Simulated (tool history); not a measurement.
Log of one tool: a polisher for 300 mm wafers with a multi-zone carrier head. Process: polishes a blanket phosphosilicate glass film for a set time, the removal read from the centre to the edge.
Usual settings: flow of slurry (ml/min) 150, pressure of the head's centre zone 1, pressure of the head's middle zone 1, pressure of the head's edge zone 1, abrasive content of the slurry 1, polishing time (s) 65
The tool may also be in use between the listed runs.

run	hour	flow of slurry (ml/min)	pressure of the head's centre zone	pressure of the head's middle zone	pressure of the head's edge zone	abrasive content of the slurry	polishing time (s)	wafers since the last listed run	wafers polished on this pad	hours since the slurry nozzle was cleaned	hours since the centre zone pressure was calibrated	hours since the edge zone pressure was calibrated	hours since the carrier head's membrane was replaced	incoming thickness of the incoming film, nm	film removed at the wafer's centre (angstrom)	film removed at mid-radius (angstrom)	film removed at the wafer's edge (angstrom)
1	0	150	1	1	1	1	65	0	4833	110.5	282.9	312	2128.9	2269.1	3515	3839	3893
# hour 5.7: carrier head's membrane replaced by a new one
# hour 25.5: worn pad replaced by a new one
2	63.5	150	1	1	1	1	65	545	379	174	346.4	375.5	57.8	2327	3558	3792	3889
3	161	150	1	0.92	1	1	65	975	1354	271.5	443.9	473	155.3	2309.5	3521	3585	3966
4	304.9	150	1	1	1	1	65	1439	2794	415.4	587.8	616.9	299.2	2294.2	3386	3768	3908
5	370.7	150	1	1	0.96	0.75	65	658	3452	481.2	653.6	682.7	365	2283.1	2793	3116	3083
# hour 388.2: slurry nozzle cleaned
# hour 423.9: centre zone pressure recalibrated
6	471.1	150	1	1	1	1	65	974	4426	82.9	47.2	783.1	465.4	2280.2	3770	3779	3970
# hour 564.4: worn pad replaced by a new one
7	574.7	150	1	1	1	0.75	65	996	103	186.5	150.8	886.7	569	2284.1	2949	3148	3272
8	649	150	1	1	1	1	65	743	846	260.8	225.1	961	643.3	2286	3546	3791	3906
# hour 740.1: edge zone pressure recalibrated
9	743.7	150	1.07	0.97	0.91	1	46	927	1773	355.5	319.8	3.6	738	2255	2644	2650	2645
10	786.3	165	1.1	1	1	1	65	426	2199	398.1	362.4	46.2	780.6	2279.7	3874	3811	3955
# hour 828.9: slurry nozzle cleaned
11	835.5	150	1	1	1	1	65	482	2681	6.6	411.6	95.4	829.8	2291.4	3414	3762	3872
12	876.1	150	1	0.95	0.9	1	65	406	3087	47.2	452.2	136	870.4	2260	3488	3714	3767
13	972.3	150	0.93	0.97	1	1	65	962	4049	143.4	548.4	232.2	966.6	2290.1	3148	3826	3909
14	1037.2	125	1	1	1.06	1	43	649	4698	208.3	613.3	297.1	1031.5	2290.9	2133	2398	2618
# hour 1102.2: worn pad replaced by a new one
15	1119.3	130	1	1.09	1	1	65	781	170	290.4	695.4	379.2	1113.6	2260.8	3292	3821	3921
# hour 1122.9: centre zone pressure recalibrated
16	1163.2	150	1	0.92	0.89	0.75	65	419	589	334.3	40.3	423.1	1157.5	2298.9	2985	2953	3114
17	1205.4	150	1	1	1	1	65	422	1011	376.5	82.5	465.3	1199.7	2267.7	3655	3830	3873
18	1280.5	150	1	1	1	1	65	751	1762	451.6	157.6	540.4	1274.8	2278.7	3506	3822	3900
# hour 1289.9: slurry nozzle cleaned
19	1381.1	150	0.9	1	1	1	65	996	2759	91.2	258.2	641	1375.4	2278.4	3125	3817	3945
20	1432.6	150	1	1	1	1	44	515	3274	142.7	309.7	692.5	1426.9	2307.4	2313	2595	2687

Forecast each of these 5 alternatives for the next run:
A	1433	150	1	1	1	1	65	4	3278	143.1	310.1	692.9	1427.3	2257	?	?	?
B	1433	150	1	1.09	0.95	1	65	4	3278	143.1	310.1	692.9	1427.3	2257	?	?	?
C	1433	150	1	1	1	1.3	88	4	3278	143.1	310.1	692.9	1427.3	2257	?	?	?
D	1433	150	1	1.11	1	0.9	65	4	3278	143.1	310.1	692.9	1427.3	2257	?	?	?
E	1433	125	1	1	1	1	65	4	3278	143.1	310.1	692.9	1427.3	2257	?	?	?

run	film removed at the wafer's centre (angstrom)	film removed at mid-radius (angstrom)	film removed at the wafer's edge (angstrom)
A	3445	3859	3912
B	3446	4091	3814
C	5335	5977	6059
D	3232	3884	3664
E	3283	3699	3796
Without the tool's hidden state the same runs would have given:
run	film removed at the wafer's centre (angstrom)	film removed at mid-radius (angstrom)	film removed at the wafer's edge (angstrom)
A	3771	3857	3912
B	3773	4089	3814
C	5841	5975	6059
D	3538	3882	3664
E	3593	3697	3796
